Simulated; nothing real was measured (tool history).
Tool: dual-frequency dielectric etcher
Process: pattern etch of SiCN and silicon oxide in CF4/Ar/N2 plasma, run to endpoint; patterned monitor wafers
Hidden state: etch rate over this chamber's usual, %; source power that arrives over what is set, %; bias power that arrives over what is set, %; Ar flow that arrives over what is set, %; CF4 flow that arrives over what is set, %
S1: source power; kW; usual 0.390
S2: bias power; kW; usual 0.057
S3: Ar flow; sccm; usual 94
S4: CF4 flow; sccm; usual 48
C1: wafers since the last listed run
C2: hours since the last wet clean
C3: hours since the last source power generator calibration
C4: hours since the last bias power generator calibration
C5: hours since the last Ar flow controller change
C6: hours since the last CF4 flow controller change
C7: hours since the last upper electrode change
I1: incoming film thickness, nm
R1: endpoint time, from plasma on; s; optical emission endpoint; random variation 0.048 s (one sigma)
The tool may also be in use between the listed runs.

run	hour	S1	S2	S3	S4	C1	C2	C3	C4	C5	C6	C7	I1	R1
1	0.0	0.390	0.057	94	48	0	277.5	2889.5	2524.8	1965.6	2286.4	1007.9	9.31	15.1
2	89.2	0.460	0.057	94	55	1174	366.7	2978.7	2614.0	2054.8	2375.6	1097.1	9.30	13.1
3	163.7	0.460	0.057	94	55	981	441.2	3053.2	2688.5	2129.3	2450.1	1171.6	9.28	13.0
4	236.0	0.460	0.057	94	55	952	513.5	3125.5	2760.8	2201.6	2522.4	1243.9	9.28	13.0
# hour 301.3: wet clean of the chamber
5	301.8	0.390	0.057	94	48	550	0.5	3191.3	2826.6	2267.4	2588.2	1309.7	9.18	14.8
6	352.7	0.390	0.064	94	48	670	51.4	3242.2	2877.5	2318.3	2639.1	1360.6	9.37	14.7
7	402.8	0.390	0.064	94	48	659	101.5	3292.3	2927.6	2368.4	2689.2	1410.7	9.25	14.5
8	460.5	0.390	0.057	94	48	759	159.2	3350.0	2985.3	2426.1	2746.9	1468.4	9.19	14.7
9	509.3	0.390	0.057	111	42	642	208.0	3398.8	3034.1	2474.9	2795.7	1517.2	9.32	16.0
10	559.4	0.390	0.057	111	42	659	258.1	3448.9	3084.2	2525.0	2845.8	1567.3	9.19	15.7
11	791.0	0.440	0.057	94	48	3049	489.7	3680.5	3315.8	2756.6	3077.4	1798.9	9.38	14.0
# hour 849.4: wet clean of the chamber
12	871.8	0.390	0.045	84	43	747	22.4	3761.3	3396.6	2837.4	3158.2	1879.7	9.35	16.0
13	910.9	0.480	0.071	103	55	514	61.5	3800.4	3435.7	2876.5	3197.3	1918.8	9.22	12.0
# hour 962.5: bias power generator calibrated
# hour 996.2: upper electrode replaced
14	1012.4	0.390	0.049	94	58	967	163.0	3901.9	49.9	2978.0	3298.8	16.2	9.28	15.2
# hour 1020.2: source power generator calibrated
15	1110.8	0.390	0.057	94	48	1243	261.4	90.6	148.3	3076.4	3397.2	114.6	9.32	15.3
# hour 1139.2: Ar flow controller replaced
# hour 1234.3: CF4 flow controller replaced
16	1267.9	0.480	0.053	94	48	1910	418.5	247.7	305.4	128.7	33.6	271.7	9.36	13.5
# hour 1311.0: source power generator calibrated, repeated, since the last time left the tool worse
17	1311.5	0.390	0.057	111	48	521	462.1	0.5	349.0	172.3	77.2	315.3	9.29	15.1
18	1354.0	0.390	0.049	94	48	559	504.6	43.0	391.5	214.8	119.7	357.8	9.28	15.2
19	1412.9	0.390	0.057	94	48	775	563.5	101.9	450.4	273.7	178.6	416.7	9.30	14.7
# hour 1475.5: wet clean of the chamber
20	1497.6	0.390	0.057	106	48	799	22.1	186.6	535.1	358.4	263.3	501.4	9.35	15.2
21	1604.0	0.390	0.063	79	60	1401	128.5	293.0	641.5	464.8	369.7	607.8	9.21	13.2
22	1668.4	0.390	0.057	94	48	848	192.9	357.4	705.9	529.2	434.1	672.2	9.29	14.7

Some steps in R1 between neighbouring runs. How much of each would the tool show without its hidden state too (settings, what came in, random variation), and how much is left for the hidden state, with any gauge scatter that isn't in both results?
Run 8 -> 9: S3 94 -> 111, S4 48 -> 42. R1 +1.3 s: hidden state +0.2, all else +1.1.
Run 12 -> 13: S1 0.390 -> 0.480, S2 0.045 -> 0.071, S3 84 -> 103, S4 43 -> 55. R1 -4.0 s: hidden state -0.1, all else -3.9.
Run 13 -> 14: S1 0.480 -> 0.390, S2 0.071 -> 0.049, S3 103 -> 94, S4 55 -> 58, bias power generator calibrated, upper electrode replaced. R1 +3.2 s: hidden state +0.0, all else +3.2.
Run 16 -> 17: S1 0.480 -> 0.390, S2 0.053 -> 0.057, S3 94 -> 111, source power generator calibrated, repeated, since the last time left the tool worse. R1 +1.6 s: hidden state -0.5, all else +2.1.
